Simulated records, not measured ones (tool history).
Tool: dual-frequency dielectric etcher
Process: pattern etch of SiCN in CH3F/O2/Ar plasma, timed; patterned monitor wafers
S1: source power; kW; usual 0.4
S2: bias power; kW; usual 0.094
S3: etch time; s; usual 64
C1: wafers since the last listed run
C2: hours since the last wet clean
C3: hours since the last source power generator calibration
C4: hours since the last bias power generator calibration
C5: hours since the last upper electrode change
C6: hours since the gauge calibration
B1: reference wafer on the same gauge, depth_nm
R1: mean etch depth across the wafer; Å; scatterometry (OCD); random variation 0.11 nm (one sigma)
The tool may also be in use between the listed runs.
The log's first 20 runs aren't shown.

run	hour	S1	S2	S3	C1	C2	C3	C4	C5	C6	B1	R1
# hour 927.9: bias power generator calibrated
# hour 929.2: wet clean of the chamber
21	929.7	0.4	0.077	64	457	0.5	378.7	1.8	250.3	1692.2	29.36	250.1
22	959.4	0.46	0.115	82	325	30.2	408.4	31.5	280	1721.9	29.27	389.7
# hour 971.9: gauge calibrated
23	997.8	0.36	0.078	77	421	68.6	446.8	69.9	318.4	25.9	29.32	287.4
24	1034.8	0.4	0.094	64	406	105.6	483.8	106.9	355.4	62.9	29.23	265.8
25	1085.1	0.44	0.077	49.5	552	155.9	534.1	157.2	405.7	113.2	29.31	195.2
26	1124.6	0.4	0.094	64	433	195.4	573.6	196.7	445.2	152.7	29.25	265.6
27	1155.8	0.49	0.083	64	342	226.6	604.8	227.9	476.4	183.9	29.32	264.4
28	1209.5	0.4	0.094	83	589	280.3	658.5	281.6	530.1	237.6	29.27	338.3
29	1270.6	0.4	0.094	64	670	341.4	719.6	342.7	591.2	298.7	29.28	259.1
30	1318.6	0.44	0.094	64	526	389.4	767.6	390.7	639.2	346.7	29.26	269.2

Forecast each of these 4 alternatives for the next run:
A	1319	0.35	0.094	64	4	389.8	768	391.1	639.6	347.1	?	?
B	1319	0.47	0.094	64	4	389.8	768	391.1	639.6	347.1	?	?
C	1319	0.45	0.081	45.5	4	389.8	768	391.1	639.6	347.1	?	?
D	1319	0.32	0.106	47.5	4	389.8	768	391.1	639.6	347.1	?	?

run	B1	R1
A	29.31	249.6
B	29.31	272.6
C	29.31	179.6
D	29.31	190.2
Without the tool's hidden state the same runs would have given:
run	R1
A	257.6
B	281.3
C	185.3
D	196.3

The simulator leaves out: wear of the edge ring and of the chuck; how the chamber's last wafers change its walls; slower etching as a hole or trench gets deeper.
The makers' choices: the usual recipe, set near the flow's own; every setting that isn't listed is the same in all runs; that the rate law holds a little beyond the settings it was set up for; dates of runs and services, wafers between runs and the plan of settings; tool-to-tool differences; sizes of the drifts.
